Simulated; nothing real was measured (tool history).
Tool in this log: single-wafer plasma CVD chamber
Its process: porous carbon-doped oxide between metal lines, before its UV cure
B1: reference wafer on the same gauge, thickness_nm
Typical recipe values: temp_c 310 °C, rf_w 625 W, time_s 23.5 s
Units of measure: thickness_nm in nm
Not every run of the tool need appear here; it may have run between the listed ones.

{"run": 1, "day": 0.0, "temp_c": 310, "rf_w": 625, "time_s": 23.5, "B1": 133.098, "thickness_nm": 131.866}
{"run": 2, "day": 1.125, "temp_c": 310, "rf_w": 625, "time_s": 23.5, "B1": 133.073, "thickness_nm": 131.825}
{"run": 3, "day": 2.125, "temp_c": 310, "rf_w": 575, "time_s": 23.5, "B1": 133.218, "thickness_nm": 125.021}
{"run": 4, "day": 3.196, "temp_c": 310, "rf_w": 575, "time_s": 23.5, "B1": 133.215, "thickness_nm": 124.757}
{"run": 5, "day": 5.467, "temp_c": 310, "rf_w": 655, "time_s": 23.5, "B1": 132.985, "thickness_nm": 136.681}
{"run": 6, "day": 6.021, "temp_c": 310, "rf_w": 625, "time_s": 23.5, "B1": 132.957, "thickness_nm": 132.234}
{"run": 7, "day": 7.533, "temp_c": 310, "rf_w": 625, "time_s": 23.5, "B1": 132.95, "thickness_nm": 131.45}
{"day": 8.533, "done": "RF generator calibrated"}
{"run": 8, "day": 8.654, "temp_c": 310, "rf_w": 625, "time_s": 23.5, "B1": 133.019, "thickness_nm": 127.732}
{"run": 9, "day": 9.483, "temp_c": 299, "rf_w": 625, "time_s": 23.5, "B1": 133.082, "thickness_nm": 134.47}
{"run": 10, "day": 10.625, "temp_c": 310, "rf_w": 625, "time_s": 23.5, "B1": 132.747, "thickness_nm": 127.771}
{"run": 11, "day": 11.504, "temp_c": 310, "rf_w": 625, "time_s": 23.5, "B1": 133.08, "thickness_nm": 127.607}
{"run": 12, "day": 12.15, "temp_c": 310, "rf_w": 625, "time_s": 23.5, "B1": 133.309, "thickness_nm": 127.088}
{"run": 13, "day": 13.546, "temp_c": 310, "rf_w": 685, "time_s": 23.5, "B1": 132.933, "thickness_nm": 135.426}
{"run": 14, "day": 14.204, "temp_c": 301, "rf_w": 590, "time_s": 23.5, "B1": 132.934, "thickness_nm": 127.074}
{"run": 15, "day": 14.717, "temp_c": 306, "rf_w": 625, "time_s": 23.5, "B1": 133.031, "thickness_nm": 129.112}
{"run": 16, "day": 15.217, "temp_c": 323, "rf_w": 710, "time_s": 22.0, "B1": 132.982, "thickness_nm": 121.043}
{"day": 15.817, "done": "gauge calibrated"}
{"run": 17, "day": 16.642, "temp_c": 319, "rf_w": 580, "time_s": 27.9, "B1": 132.939, "thickness_nm": 135.922}
{"run": 18, "day": 17.971, "temp_c": 299, "rf_w": 555, "time_s": 20.1, "B1": 133.162, "thickness_nm": 106.059}
{"day": 18.85, "done": "RF generator calibrated, repeated, since the last time left the tool worse"}
{"run": 19, "day": 19.262, "temp_c": 310, "rf_w": 625, "time_s": 23.5, "B1": 132.959, "thickness_nm": 135.974}
{"day": 20.162, "done": "thermocouple changed; heater temperature recalibrated"}
{"run": 20, "day": 20.433, "temp_c": 298, "rf_w": 575, "time_s": 28.2, "B1": 133.128, "thickness_nm": 163.39}
{"run": 21, "day": 21.829, "temp_c": 321, "rf_w": 700, "time_s": 22.2, "B1": 133.113, "thickness_nm": 132.555}
{"run": 22, "day": 24.462, "temp_c": 310, "rf_w": 710, "time_s": 23.5, "B1": 133.127, "thickness_nm": 148.744}
{"run": 23, "day": 25.675, "temp_c": 310, "rf_w": 625, "time_s": 20.6, "B1": 133.008, "thickness_nm": 119.814}
{"run": 24, "day": 26.267, "temp_c": 317, "rf_w": 740, "time_s": 21.5, "B1": 132.757, "thickness_nm": 136.375}
{"run": 25, "day": 27.583, "temp_c": 298, "rf_w": 590, "time_s": 19.8, "B1": 132.848, "thickness_nm": 115.699}
{"run": 26, "day": 28.979, "temp_c": 324, "rf_w": 515, "time_s": 23.5, "B1": 133.221, "thickness_nm": 108.479}
{"run": 27, "day": 30.208, "temp_c": 310, "rf_w": 625, "time_s": 23.5, "B1": 133.182, "thickness_nm": 134.321}
{"run": 28, "day": 30.771, "temp_c": 310, "rf_w": 625, "time_s": 23.5, "B1": 133.008, "thickness_nm": 133.934}
{"run": 29, "day": 31.7, "temp_c": 317, "rf_w": 740, "time_s": 21.5, "B1": 132.943, "thickness_nm": 134.252}
{"run": 30, "day": 32.5, "temp_c": 317, "rf_w": 625, "time_s": 22.4, "B1": 133.012, "thickness_nm": 123.801}
{"run": 31, "day": 33.379, "temp_c": 322, "rf_w": 690, "time_s": 19.2, "B1": 133.038, "thickness_nm": 112.197}
{"run": 32, "day": 34.508, "temp_c": 314, "rf_w": 625, "time_s": 19.1, "B1": 133.117, "thickness_nm": 107.561}
{"run": 33, "day": 35.688, "temp_c": 310, "rf_w": 625, "time_s": 25.2, "B1": 132.939, "thickness_nm": 143.726}

Hidden state, per run?
wafer temperature above the value expected at the setpoint (K): 0 at every run
gauge reads high (%): 0 at every run
H1: delivered RF power above the setpoint (%)
run=1 H1=-4.56
run=2 H1=-4.59
run=3 H1=-4.6
run=4 H1=-4.62
run=5 H1=-4.65
run=6 H1=-4.66
run=7 H1=-4.68
run=8 H1=-8.36
run=9 H1=-8.57
run=10 H1=-8.85
run=11 H1=-9.05
run=12 H1=-9.2
run=13 H1=-9.49
run=14 H1=-9.62
run=15 H1=-9.71
run=16 H1=-9.81
run=17 H1=-10.1
run=18 H1=-10.3
run=19 H1=-0.383
run=20 H1=-0.678
run=21 H1=-1
run=22 H1=-1.55
run=23 H1=-1.78
run=24 H1=-1.88
run=25 H1=-2.1
run=26 H1=-2.32
run=27 H1=-2.5
run=28 H1=-2.58
run=29 H1=-2.7
run=30 H1=-2.8
run=31 H1=-2.9
run=32 H1=-3.03
run=33 H1=-3.15

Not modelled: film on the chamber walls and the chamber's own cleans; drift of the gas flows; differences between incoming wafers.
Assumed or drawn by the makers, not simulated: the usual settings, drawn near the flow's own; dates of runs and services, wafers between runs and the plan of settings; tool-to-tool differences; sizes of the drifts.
